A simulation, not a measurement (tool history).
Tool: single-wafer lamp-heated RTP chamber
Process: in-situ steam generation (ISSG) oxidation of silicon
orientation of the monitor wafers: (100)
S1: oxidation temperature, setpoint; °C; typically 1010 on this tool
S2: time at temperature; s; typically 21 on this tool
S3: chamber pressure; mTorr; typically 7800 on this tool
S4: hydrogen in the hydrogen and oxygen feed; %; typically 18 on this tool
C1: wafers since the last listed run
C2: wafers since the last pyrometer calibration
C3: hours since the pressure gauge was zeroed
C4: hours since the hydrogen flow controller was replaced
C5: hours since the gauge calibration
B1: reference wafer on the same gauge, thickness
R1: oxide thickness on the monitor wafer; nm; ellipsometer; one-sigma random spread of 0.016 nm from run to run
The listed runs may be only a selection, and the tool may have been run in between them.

run     day    S1  S2    S3  S4   C1    C2      C3      C4     C5     B1     R1
  1       0  1010  21  7800  18    0  4859  1733.8  2217.2   19.4  4.889  5.449
  2   0.404  1010  21  7800  18   68  4927  1743.5  2226.9   29.1  4.893  5.449
  3   1.129  1010  21  7800  18  122  5050  1760.9  2244.3   46.5   4.89  5.453
  4   1.629  1010  21  7800  18   84  5134  1772.9  2256.3   58.5   4.89  5.502
  5       2  1010  21  7800  18   62  5197  1781.8  2265.2   67.4   4.89  5.493
  6   2.275  1010  21  7800  22   46  5244  1788.4  2271.8     74  4.892  5.745
  7   2.758  1010  21  7800  22   81  5325    1800  2283.4   85.6  4.889  5.768
  8   3.388  1010  21  7800  22  106  5432  1815.1  2298.5  100.7  4.891  5.746
  9   3.654  1025  21  6900  18   45  5477  1821.5  2304.9  107.1  4.889  5.859
 10   4.104  1010  21  7800  18   76  5553  1832.3  2315.7  117.9   4.89  5.503
 11   6.333  1010  21  7800  18  377  5930  1885.8  2369.2  171.4  4.889  5.515
 12   6.767  1010  21  7800  18   73  6004  1896.2  2379.6  181.8   4.89  5.504
 13   7.421  1010  21  7800  18  110  6114  1911.9  2395.3  197.5  4.888  5.523
 14   7.862  1010  19  7800  12   74  6189  1922.5  2405.9  208.1  4.891  4.788
 15   8.217  1010  21  7800  18   59  6249    1931  2414.4  216.6   4.89  5.497
      8.592  -- pyrometer window cleaned and pyrometer calibrated
 16    8.85  1010  21  7800  21   50    43  1946.2  2429.6  231.8  4.888  5.479
 17   9.546  1010  26  6900  22  117   161  1962.9  2446.3  248.5  4.891  6.148
      9.846  -- gauge calibrated
 18    9.95  1010  21  7800  18   68   229  1972.6    2456    2.5  4.891  5.313
     10.558  -- pressure gauge zeroed
     10.688  -- hydrogen flow controller replaced
 19  10.708  1010  21  7800  25   49   278     3.6     0.5   20.7  4.888  5.742
 20  11.617  1010  19  7800  15  153   432    25.4    22.3   42.5  4.889  4.861
 21  12.233  1010  21  7800  18  104   536    40.2    37.1   57.3   4.89  5.317
 22  12.538  1010  21  7400  18   51   588    47.5    44.4   64.6   4.89   5.33
 23  12.875  1010  26  7800  18   57   645    55.6    52.5   72.7   4.89  5.919
 24  13.404  1010  21  6900  18   89   734    68.3    65.2   85.4  4.889  5.308
 25  13.975   996  26  6900  18   96   831      82    78.9   99.1  4.888  5.511
 26  14.242  1010  21  7800  11   45   876    88.4    85.3  105.5  4.889  4.795
 27  14.675  1004  15  7800  22   73   949    98.8    95.7  115.9  4.886  4.666
 28  15.192  1000  28  7800  27   87  1037   111.2   108.1  128.3   4.89  6.484

Hidden state at the last listed run before each entry between runs and at the first one after, where it differs:
From run 15 to run 16: pyrometer window cleaned and pyrometer calibrated (day 8.592)
  true wafer temperature minus pyrometer reading, K: 10 -> 1.37
  the result without the hidden state subtracted from the measured one, R1: +0.244 -> +0.033 nm
From run 17 to run 18: gauge calibrated (day 9.846)
  true wafer temperature minus pyrometer reading, K: 1.55 -> 1.66
  the result without the hidden state subtracted from the measured one, R1: +0.044 -> +0.038 nm
From run 18 to run 19: pressure gauge zeroed (day 10.558); hydrogen flow controller replaced (day 10.688)
  true wafer temperature minus pyrometer reading, K: 1.66 -> 1.86
  the result without the hidden state subtracted from the measured one, R1: +0.038 -> +0.047 nm
